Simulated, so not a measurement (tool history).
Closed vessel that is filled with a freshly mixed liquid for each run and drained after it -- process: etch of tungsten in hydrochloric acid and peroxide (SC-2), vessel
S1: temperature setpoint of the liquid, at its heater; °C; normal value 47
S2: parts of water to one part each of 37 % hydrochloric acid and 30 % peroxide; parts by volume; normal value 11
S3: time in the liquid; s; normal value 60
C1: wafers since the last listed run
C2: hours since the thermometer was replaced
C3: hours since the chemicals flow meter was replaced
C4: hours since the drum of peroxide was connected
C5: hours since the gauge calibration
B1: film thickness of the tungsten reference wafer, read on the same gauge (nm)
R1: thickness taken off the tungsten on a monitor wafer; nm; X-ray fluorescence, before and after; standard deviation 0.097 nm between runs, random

run,day,S1,S2,S3,C1,C2,C3,C4,C5,B1,R1
1,0,42,11,60,0,1008.9,2079,857.5,253.8,119.99,12.71
2,0.371,49.5,11,60,1140,1017.8,2087.9,866.4,262.7,120,21.28
3,1.05,47,11,60,2088,1034.1,2104.2,882.7,279,120.02,18.08
4,1.796,47,11,60,2293,1052,2122.1,900.6,296.9,119.99,18
5,2.225,47,11,60,1319,1062.3,2132.4,910.9,307.2,119.99,17.89
6,2.504,47,11,60,858,1069,2139.1,917.6,313.9,120.02,18.15
7,2.979,47,11,60,1460,1080.4,2150.5,929,325.3,120.01,17.95
8,4.017,47,11,60,3190,1105.3,2175.4,953.9,350.2,119.98,18.07
# day 4.304: new drum of peroxide connected
9,4.346,47,11,60,884,1113.2,2183.3,1,358.1,120.01,17.94
10,4.846,47,11,60,1537,1125.2,2195.3,13,370.1,120,18.08
11,5.575,47,11,60,2242,1142.7,2212.8,30.5,387.6,119.99,18.16
12,5.954,47,11,60,1165,1151.8,2221.9,39.6,396.7,120,18.11
# day 6.117: chemicals flow meter replaced
13,6.225,55.5,9,60,704,1158.3,2.6,46.1,403.2,119.98,37.14
# day 6.279: gauge calibrated
14,6.95,47,11,60,2229,1175.7,20,63.5,16.1,120,18.05
15,7.575,47,16.5,60,1921,1190.7,35,78.5,31.1,119.98,12.79
16,7.962,47,6.5,30,1191,1200,44.3,87.8,40.4,120.02,13.76
17,8.658,40.5,5.5,60,2139,1216.7,61,104.5,57.1,120.01,19.85
18,9.333,47,11,60,2075,1232.9,77.2,120.7,73.3,120,17.89
19,9.771,44,11,85,1345,1243.4,87.7,131.2,83.8,120.02,20.54
20,10.1,43,9.5,70,1012,1251.3,95.6,139.1,91.7,120.01,17.79
21,10.796,53,11,75,2139,1268,112.3,155.8,108.4,120.01,33.53
22,11.054,53,11,75,794,1274.2,118.5,162,114.6,120.02,33.55
# day 11.467: thermometer replaced
23,13.033,43.5,6.5,30,5957,37.6,166,209.5,162.1,119.99,10.9
24,13.321,47,11,60,884,44.5,172.9,216.4,169,120,17.96
25,14.05,47,13.5,60,2242,62,190.4,233.9,186.5,119.99,14.99
26,14.429,52,7.5,30,1165,71.1,199.5,243,195.6,119.98,17.21
27,14.875,47,11,60,1370,81.8,210.2,253.7,206.3,120,18.01
28,15.238,47,11,60,1114,90.5,218.9,262.4,215,119.99,17.97
29,15.896,51,15.5,80,2024,106.3,234.7,278.2,230.8,119.99,23.41

Each row is a separate what-if for the run after 29, all from the same tool condition, not one after another. Results?
A,15.925,47,11,60,89,107,235.4,278.9,231.5,?,?
B,15.925,53,8.5,85,89,107,235.4,278.9,231.5,?,?
C,15.925,43,8.5,60,89,107,235.4,278.9,231.5,?,?
D,15.925,38,16,80,89,107,235.4,278.9,231.5,?,?
E,15.925,54,8.5,75,89,107,235.4,278.9,231.5,?,?

run,B1,R1
A,119.99,17.9
B,119.99,46.85
C,119.99,16.83
D,119.99,9.19
E,119.99,44.13
What these runs would have given with no unlogged condition in the tool:
run,R1
A,17.9
B,46.85
C,16.83
D,9.19
E,44.13
